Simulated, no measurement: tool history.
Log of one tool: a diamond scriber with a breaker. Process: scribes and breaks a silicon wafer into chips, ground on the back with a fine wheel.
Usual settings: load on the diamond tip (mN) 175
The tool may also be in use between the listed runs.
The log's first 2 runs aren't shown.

run	hour	load on the diamond tip (mN)	incoming depth of the damage left on the back of the incoming wafer, um	depth of the median crack under the scribed line (um)	chips rejected at inspection after the break (%)
3	281.6	160	2.88	11.95	3.16
# hour 312.8: diamond tip replaced by a new one
4	326.2	192	2.91	12.68	4.63
5	424.4	192	2.04	12.95	3.87
6	509.9	210	2.36	13.64	5.26
# hour 519.7: load on the tip recalibrated
7	612.4	140	2.82	10.53	4.76
8	696.9	145	2.37	10.71	3.33
9	933.3	145	1.85	10.9	2.82
10	984.1	145	2.64	10.8	3.67
11	1080.8	175	1.94	11.85	1.95
12	1174.6	175	2.8	11.6	3.37
13	1263.4	175	2.89	11.9	3.24
# hour 1290.5: diamond tip replaced by a new one
14	1370.8	175	2.35	12.07	2.79
# hour 1374.7: load on the tip recalibrated
15	1410.9	195	1.68	12.23	2.31
16	1511.9	195	2.41	12.21	2.92
17	1576.1	197	2.96	12.3	4.06
18	1625.5	197	1.8	12.3	2.13
19	1673.6	197	2.4	12.26	3.05
20	1738.2	203	2.2	12.64	3.07
21	1846.7	135	1.62	10.51	2.78
22	1887.4	212	2.76	12.65	3.98

The next listed run, before its measurement:
23	1957.2	162	2.93	?	?

{"run 23": {"depth of the median crack under the scribed line (um)": 11.6, "chips rejected at inspection after the break (%)": 3.49}}
Without the tool's hidden state the same run would have given depth of the median crack under the scribed line (um) 11.28, chips rejected at inspection after the break (%) 3.78.

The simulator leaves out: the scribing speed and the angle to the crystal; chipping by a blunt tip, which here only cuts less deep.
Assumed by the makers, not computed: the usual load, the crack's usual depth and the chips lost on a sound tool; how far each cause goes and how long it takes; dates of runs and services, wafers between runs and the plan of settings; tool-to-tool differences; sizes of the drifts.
